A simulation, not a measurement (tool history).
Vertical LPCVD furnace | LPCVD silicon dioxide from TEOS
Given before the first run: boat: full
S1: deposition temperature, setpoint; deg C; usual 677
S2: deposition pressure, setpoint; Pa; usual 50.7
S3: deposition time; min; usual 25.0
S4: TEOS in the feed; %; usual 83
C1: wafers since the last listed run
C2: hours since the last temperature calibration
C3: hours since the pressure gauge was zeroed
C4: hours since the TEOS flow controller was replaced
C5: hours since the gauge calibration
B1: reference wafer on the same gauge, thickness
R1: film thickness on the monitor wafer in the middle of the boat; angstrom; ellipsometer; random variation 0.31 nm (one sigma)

run,hour,S1,S2,S3,S4,C1,C2,C3,C4,C5,B1,R1
1,0.0,669,50.7,25.0,83,0,1617.2,4560.0,2235.6,214.9,139.89,1026.7
2,10.8,669,50.7,25.0,83,144,1628.0,4570.8,2246.4,225.7,140.13,1032.0
3,19.5,669,50.7,25.0,83,116,1636.7,4579.5,2255.1,234.4,140.05,1031.8
4,28.5,677,50.7,25.0,83,120,1645.7,4588.5,2264.1,243.4,139.99,1248.0
# hour 31.0: gauge calibrated
5,38.7,677,50.7,25.0,83,136,1655.9,4598.7,2274.3,7.7,140.07,1252.8
6,45.7,677,50.7,25.0,83,93,1662.9,4605.7,2281.3,14.7,140.16,1250.6
7,60.4,683,50.7,25.0,83,196,1677.6,4620.4,2296.0,29.4,139.91,1445.7
8,70.6,683,50.7,25.0,83,136,1687.8,4630.6,2306.2,39.6,140.18,1445.1
# hour 113.2: thermocouples replaced and temperature profile calibrated
# hour 113.3: pressure gauge zeroed
9,113.7,683,50.7,25.0,83,254,0.5,0.4,2349.3,82.7,139.92,1354.2
10,118.6,667,50.7,25.0,83,65,5.4,5.3,2354.2,87.6,140.09,914.5
11,123.5,677,50.7,25.0,91,65,10.3,10.2,2359.1,92.5,139.92,1227.9
12,128.4,677,50.7,30.5,83,65,15.2,15.1,2364.0,97.4,140.08,1428.6
13,139.5,680,54.0,25.0,97,148,26.3,26.2,2375.1,108.5,140.16,1403.2
14,149.6,668,50.7,20.0,83,135,36.4,36.3,2385.2,118.6,139.94,758.2
15,164.9,677,50.7,25.0,67,204,51.7,51.6,2400.5,133.9,140.00,1056.3
16,184.1,677,50.7,25.0,83,256,70.9,70.8,2419.7,153.1,140.11,1178.7
17,191.5,677,40.0,25.0,73,99,78.3,78.2,2427.1,160.5,140.05,983.5
18,204.9,677,50.7,25.0,83,179,91.7,91.6,2440.5,173.9,139.95,1184.9
19,220.2,677,50.7,20.5,83,204,107.0,106.9,2455.8,189.2,139.90,968.8
# hour 250.7: TEOS flow controller replaced
# hour 272.0: gauge calibrated
20,273.8,670,50.7,25.0,83,396,160.6,160.5,23.1,1.8,140.03,1002.4
21,290.1,665,50.7,18.0,83,218,176.9,176.8,39.4,18.1,140.07,637.5
22,302.8,677,58.7,29.0,73,169,189.6,189.5,52.1,30.8,140.01,1393.8
23,315.1,683,45.3,33.0,97,164,201.9,201.8,64.4,43.1,140.07,1857.1
24,325.0,677,50.7,25.0,72,132,211.8,211.7,74.3,53.0,139.87,1112.3
25,340.0,669,43.3,22.0,83,200,226.8,226.7,89.3,68.0,140.00,801.7

Alternative continuations, all from the tool just after run 25; predict every row:
A,345.0,687,50.7,25.0,83,66,231.8,231.7,94.3,73.0,?,?
B,345.0,673,50.7,25.0,83,66,231.8,231.7,94.3,73.0,?,?
C,345.0,680,50.7,25.0,83,66,231.8,231.7,94.3,73.0,?,?

run,B1,R1
A,140.07,1522.0
B,140.07,1084.5
C,140.07,1286.4
Had the tool no hidden state, the same runs would have come out as:
run,R1
A,1487.2
B,1059.0
C,1256.5
